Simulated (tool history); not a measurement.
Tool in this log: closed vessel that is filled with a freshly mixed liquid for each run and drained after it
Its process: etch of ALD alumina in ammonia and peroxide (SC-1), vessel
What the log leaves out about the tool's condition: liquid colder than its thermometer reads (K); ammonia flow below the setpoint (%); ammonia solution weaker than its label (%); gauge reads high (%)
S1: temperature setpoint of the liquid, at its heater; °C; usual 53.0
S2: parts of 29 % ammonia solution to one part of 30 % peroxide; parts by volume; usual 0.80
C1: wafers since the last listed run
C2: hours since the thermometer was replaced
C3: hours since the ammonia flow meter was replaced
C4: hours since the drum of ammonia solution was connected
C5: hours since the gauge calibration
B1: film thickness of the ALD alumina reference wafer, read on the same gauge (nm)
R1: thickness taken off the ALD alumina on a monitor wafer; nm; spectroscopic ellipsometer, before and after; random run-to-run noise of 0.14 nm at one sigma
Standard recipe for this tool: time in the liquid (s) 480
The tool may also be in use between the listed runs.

run 1 hour=0.0 | S1=53.0 S2=0.80 time_in_the_liquid_(s)=480 | C1=0 C2=1390.4 C3=739.2 C4=253.9 C5=448.0 | B1=30.53 | R1=36.59
run 2 hour=46.4 | S1=53.0 S2=0.80 time_in_the_liquid_(s)=480 | C1=3083 C2=1436.8 C3=785.6 C4=300.3 C5=494.4 | B1=30.59 | R1=36.68
-- hour=87.7 thermometer replaced
run 3 hour=92.0 | S1=53.0 S2=0.80 time_in_the_liquid_(s)=480 | C1=2963 C2=4.3 C3=831.2 C4=345.9 C5=540.0 | B1=30.59 | R1=36.75
-- hour=147.8 ammonia flow meter replaced
run 4 hour=172.8 | S1=53.0 S2=0.80 time_in_the_liquid_(s)=480 | C1=5302 C2=85.1 C3=25.0 C4=426.7 C5=620.8 | B1=30.68 | R1=36.88
-- hour=243.4 new drum of ammonia solution connected
run 5 hour=274.4 | S1=53.0 S2=0.80 time_in_the_liquid_(s)=480 | C1=6684 C2=186.7 C3=126.6 C4=31.0 C5=722.4 | B1=30.71 | R1=37.00
run 6 hour=325.7 | S1=53.0 S2=0.55 time_in_the_liquid_(s)=480 | C1=3408 C2=238.0 C3=177.9 C4=82.3 C5=773.7 | B1=30.71 | R1=35.61
run 7 hour=425.7 | S1=53.0 S2=0.55 time_in_the_liquid_(s)=480 | C1=6644 C2=338.0 C3=277.9 C4=182.3 C5=873.7 | B1=30.73 | R1=35.83
run 8 hour=519.4 | S1=53.0 S2=0.55 time_in_the_liquid_(s)=480 | C1=6226 C2=431.7 C3=371.6 C4=276.0 C5=967.4 | B1=30.72 | R1=35.39
run 9 hour=567.0 | S1=53.0 S2=0.60 time_in_the_liquid_(s)=480 | C1=3162 C2=479.3 C3=419.2 C4=323.6 C5=1015.0 | B1=30.77 | R1=35.85
run 10 hour=622.9 | S1=53.0 S2=0.60 time_in_the_liquid_(s)=480 | C1=3714 C2=535.2 C3=475.1 C4=379.5 C5=1070.9 | B1=30.81 | R1=35.92
run 11 hour=669.7 | S1=53.0 S2=0.80 time_in_the_liquid_(s)=480 | C1=3109 C2=582.0 C3=521.9 C4=426.3 C5=1117.7 | B1=30.78 | R1=36.88
-- hour=742.4 gauge calibrated
-- hour=743.3 new drum of ammonia solution connected
run 12 hour=774.6 | S1=53.0 S2=0.80 time_in_the_liquid_(s)=480 | C1=6903 C2=686.9 C3=626.8 C4=31.3 C5=32.2 | B1=30.07 | R1=35.99
run 13 hour=814.8 | S1=53.0 S2=0.80 time_in_the_liquid_(s)=480 | C1=2671 C2=727.1 C3=667.0 C4=71.5 C5=72.4 | B1=30.17 | R1=35.98
run 14 hour=877.7 | S1=53.0 S2=0.80 time_in_the_liquid_(s)=480 | C1=4179 C2=790.0 C3=729.9 C4=134.4 C5=135.3 | B1=30.24 | R1=36.21
-- hour=908.0 ammonia flow meter replaced
run 15 hour=985.3 | S1=49.0 S2=0.65 time_in_the_liquid_(s)=660 | C1=7083 C2=897.6 C3=77.3 C4=242.0 C5=242.9 | B1=30.43 | R1=39.50
run 16 hour=1076.2 | S1=44.0 S2=0.95 time_in_the_liquid_(s)=480 | C1=6040 C2=988.5 C3=168.2 C4=332.9 C5=333.8 | B1=30.48 | R1=22.47
run 17 hour=1161.9 | S1=53.0 S2=1.15 time_in_the_liquid_(s)=480 | C1=5694 C2=1074.2 C3=253.9 C4=418.6 C5=419.5 | B1=30.60 | R1=37.92
-- hour=1257.4 new drum of ammonia solution connected
run 18 hour=1322.5 | S1=44.0 S2=0.70 time_in_the_liquid_(s)=635 | C1=10605 C2=1234.8 C3=414.5 C4=65.1 C5=580.1 | B1=30.66 | R1=29.05
run 19 hour=1375.5 | S1=57.0 S2=0.95 time_in_the_liquid_(s)=480 | C1=3521 C2=1287.8 C3=467.5 C4=118.1 C5=633.1 | B1=30.70 | R1=46.31
-- hour=1400.3 thermometer replaced
run 20 hour=1569.5 | S1=53.0 S2=0.80 time_in_the_liquid_(s)=480 | C1=12824 C2=169.2 C3=661.5 C4=312.1 C5=827.1 | B1=30.76 | R1=36.97
run 21 hour=1606.8 | S1=43.5 S2=0.95 time_in_the_liquid_(s)=700 | C1=2478 C2=206.5 C3=698.8 C4=349.4 C5=864.4 | B1=30.77 | R1=32.15
run 22 hour=1646.3 | S1=53.0 S2=0.80 time_in_the_liquid_(s)=480 | C1=2624 C2=246.0 C3=738.3 C4=388.9 C5=903.9 | B1=30.75 | R1=37.02
-- hour=1682.2 new drum of ammonia solution connected
-- hour=1698.7 ammonia flow meter replaced
run 23 hour=1735.2 | S1=58.5 S2=0.55 time_in_the_liquid_(s)=705 | C1=5774 C2=334.9 C3=36.5 C4=53.0 C5=992.8 | B1=30.76 | R1=70.37
run 24 hour=1825.9 | S1=53.0 S2=0.45 time_in_the_liquid_(s)=480 | C1=6026 C2=425.6 C3=127.2 C4=143.7 C5=1083.5 | B1=30.77 | R1=34.84
run 25 hour=1933.1 | S1=58.0 S2=0.65 time_in_the_liquid_(s)=480 | C1=7123 C2=532.8 C3=234.4 C4=250.9 C5=1190.7 | B1=30.82 | R1=47.35
-- hour=1976.9 gauge calibrated
run 26 hour=2020.3 | S1=53.0 S2=0.80 time_in_the_liquid_(s)=480 | C1=5794 C2=620.0 C3=321.6 C4=338.1 C5=43.4 | B1=30.02 | R1=36.00
run 27 hour=2074.2 | S1=45.5 S2=1.15 time_in_the_liquid_(s)=480 | C1=3581 C2=673.9 C3=375.5 C4=392.0 C5=97.3 | B1=30.17 | R1=24.66
-- hour=2159.9 new drum of ammonia solution connected
run 28 hour=2177.6 | S1=53.0 S2=0.80 time_in_the_liquid_(s)=480 | C1=6804 C2=777.3 C3=478.9 C4=17.7 C5=200.7 | B1=30.32 | R1=36.15

Predict each of these 5 candidate next runs independently; none follows another, all start after run 28:
run A hour=2178.4 | S1=49.0 S2=0.80 time_in_the_liquid_(s)=480 | C1=53 C2=778.1 C3=479.7 C4=18.5 C5=201.5 | B1=? | R1=?
run B hour=2178.4 | S1=53.0 S2=0.95 time_in_the_liquid_(s)=675 | C1=53 C2=778.1 C3=479.7 C4=18.5 C5=201.5 | B1=? | R1=?
run C hour=2178.4 | S1=44.0 S2=1.00 time_in_the_liquid_(s)=205 | C1=53 C2=778.1 C3=479.7 C4=18.5 C5=201.5 | B1=? | R1=?
run D hour=2178.4 | S1=53.0 S2=0.55 time_in_the_liquid_(s)=280 | C1=53 C2=778.1 C3=479.7 C4=18.5 C5=201.5 | B1=? | R1=?
run E hour=2178.4 | S1=45.0 S2=0.80 time_in_the_liquid_(s)=665 | C1=53 C2=778.1 C3=479.7 C4=18.5 C5=201.5 | B1=? | R1=?

run=A B1=30.32 R1=29.17
run=B B1=30.32 R1=51.87
run=C B1=30.32 R1=9.60
run=D B1=30.32 R1=20.43
run=E B1=30.32 R1=32.29
What these runs would have given with no unlogged condition in the tool:
run=A R1=28.88
run=B R1=51.35
run=C R1=9.51
run=D R1=20.23
run=E R1=31.96
